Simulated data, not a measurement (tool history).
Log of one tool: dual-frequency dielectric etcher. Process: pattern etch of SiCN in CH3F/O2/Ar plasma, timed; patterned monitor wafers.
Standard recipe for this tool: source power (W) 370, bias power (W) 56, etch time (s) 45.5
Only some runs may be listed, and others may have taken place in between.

run   hour  source power (W)  bias power (W)  etch time (s)  read-back reference wafer on the same gauge, depth_nm  mean etch depth across the wafer (nm)
  1    0.0               370              56           45.5                                                  13.90                                  15.95
  2   56.6               370              56           45.5                                                  13.89                                  16.01
  3  130.5               370              56           45.5                                                  13.91                                  15.88
  4  209.4               370              56           45.5                                                  13.89                                  15.90
  5  248.5               370              56           45.5                                                  13.90                                  15.90
  6  311.1               370              56           45.5                                                  13.90                                  15.92
     336.9  -- wet clean of the chamber
  7  400.5               370              56           45.5                                                  13.90                                  15.86
  8  467.1               370              56           45.5                                                  13.90                                  15.86
  9  511.0               370              56           45.5                                                  13.91                                  15.94
 10  560.5               370              56           45.5                                                  13.89                                  15.90
 11  661.3               370              65           45.5                                                  13.90                                  17.28
 12  709.8               370              65           45.5                                                  13.90                                  17.25
 13  808.0               370              65           45.5                                                  13.91                                  17.14
     837.0  -- wet clean of the chamber
 14  884.3               370              56           45.5                                                  13.90                                  15.91
     983.5  -- source power generator calibrated
 15  985.8               310              51           56.5                                                  13.90                                  17.68

Run 16 has not been measured yet. What should we expect?
     1063.5  -- upper electrode replaced
 16  1064.0               280              68           39.5                                                      ?                                      ?

{"run 16": {"read-back reference wafer on the same gauge, depth_nm": 13.91, "mean etch depth across the wafer (nm)": 14.17}}
Minus the tool's unlogged condition, the same run would have read mean etch depth across the wafer (nm) 14.17.
